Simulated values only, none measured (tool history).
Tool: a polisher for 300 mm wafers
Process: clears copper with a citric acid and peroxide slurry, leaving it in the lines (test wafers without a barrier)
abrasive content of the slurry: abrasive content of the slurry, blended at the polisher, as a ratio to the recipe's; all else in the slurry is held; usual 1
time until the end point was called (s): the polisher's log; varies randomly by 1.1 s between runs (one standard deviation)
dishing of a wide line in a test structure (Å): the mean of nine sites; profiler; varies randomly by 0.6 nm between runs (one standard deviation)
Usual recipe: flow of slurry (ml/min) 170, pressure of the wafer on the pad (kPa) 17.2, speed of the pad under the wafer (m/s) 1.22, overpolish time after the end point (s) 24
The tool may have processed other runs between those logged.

run     day  flow of slurry (ml/min)  pressure of the wafer on the pad (kPa)  speed of the pad under the wafer (m/s)  abrasive content of the slurry  overpolish time after the end point (s)  incoming thickness of the incoming film, nm  time until the end point was called (s)  dishing of a wide line in a test structure (Å)
  1       0                      170                                    17.2                                    1.22                            1.15                                       24                                        241.3                                    112.3                                             339
  2   0.596                      170                                    17.2                                    1.22                               1                                       24                                        236.4                                    114.2                                             344
  3   1.238                      170                                    17.2                                    1.22                               1                                       24                                        241.8                                      116                                             331
      1.579  -- worn pad replaced by a new one
  4   2.229                      170                                    17.2                                    1.22                               1                                       24                                        239.8                                    114.9                                             325
  5   3.225                      170                                    17.2                                    1.22                               1                                       34                                        242.2                                    118.1                                             441
  6   4.521                      170                                    17.2                                    1.22                               1                                       34                                        240.9                                      116                                             438
  7   5.571                      170                                    17.2                                    1.22                               1                                       34                                        237.5                                    115.9                                             434
  8   6.121                      170                                    17.2                                    1.04                            0.75                                       24                                        244.8                                    142.2                                             283
      7.496  -- worn pad replaced by a new one
  9   7.517                      170                                    17.2                                    1.22                               1                                       13                                          243                                    117.2                                             195
      9.871  -- slurry nozzle cleaned
 10  11.762                      170                                    17.2                                    1.22                               1                                       13                                        236.8                                    114.7                                             195
     13.042  -- head pressure recalibrated
 11  13.217                      170                                    17.2                                    1.22                               1                                       13                                        237.2                                    114.6                                             192
     13.404  -- slurry blender recalibrated
     13.754  -- worn pad replaced by a new one
 12  14.246                      170                                    17.2                                    1.22                               1                                       24                                        237.9                                    114.2                                             335
 13  14.862                      140                                    17.2                                    1.22                            1.25                                       30                                        244.3                                    117.6                                             412
 14  15.783                      170                                    17.2                                    1.22                               1                                       24                                        237.1                                    115.5                                             328
 15  16.858                      170                                    17.2                                    1.22                               1                                       24                                        238.9                                      116                                             331
 16  17.862                      170                                    12.4                                    0.82                               1                                       24                                        238.8                                    205.8                                             201
 17  18.383                      130                                    15.2                                    1.06                               1                                       32                                        240.9                                    152.8                                             333
 18  19.562                      135                                    17.2                                    1.22                               1                                       24                                        239.8                                    120.5                                             308
 19  20.171                      125                                    17.2                                    1.22                               1                                       24                                        243.6                                    123.8                                             313
     20.575  -- worn pad replaced by a new one
 20  21.146                      170                                    17.2                                    1.22                               1                                       24                                        240.5                                    117.2                                             332
 21  22.071                      170                                    17.2                                    1.22                               1                                       24                                        238.6                                    116.4                                             330
 22  23.325                      125                                    17.2                                    1.22                               1                                       24                                        241.8                                      124                                             313
 23  24.433                      170                                    17.2                                    1.22                            1.15                                       32                                        240.3                                    111.2                                             419
 24  24.962                      170                                    17.2                                    1.22                            0.85                                       24                                        240.3                                      121                                             319

5 ways to go on from here, each from the tool as it stands after run 24. What would each give?
  A  24.983                      170                                    17.2                                    1.22                               1                                       36                                        241.3                                        ?                                               ?
  B  24.983                      170                                    17.2                                       1                               1                                       24                                        241.3                                        ?                                               ?
  C  24.983                      170                                    20.7                                    0.84                               1                                       24                                        241.3                                        ?                                               ?
  D  24.983                      170                                    20.7                                       1                               1                                       24                                        241.3                                        ?                                               ?
  E  24.983                      115                                    17.2                                    1.06                               1                                       29                                        241.3                                        ?                                               ?

run  time until the end point was called (s)  dishing of a wide line in a test structure (Å)
  A                                      115                                             454
  B                                    131.8                                             294
  C                                    123.5                                             313
  D                                    110.3                                             344
  E                                    137.7                                             332
Without the tool's hidden state the same runs would have given:
run  time until the end point was called (s)  dishing of a wide line in a test structure (Å)
  A                                      115                                             454
  B                                    131.8                                             294
  C                                    123.5                                             313
  D                                    110.3                                             344
  E                                    137.7                                             332

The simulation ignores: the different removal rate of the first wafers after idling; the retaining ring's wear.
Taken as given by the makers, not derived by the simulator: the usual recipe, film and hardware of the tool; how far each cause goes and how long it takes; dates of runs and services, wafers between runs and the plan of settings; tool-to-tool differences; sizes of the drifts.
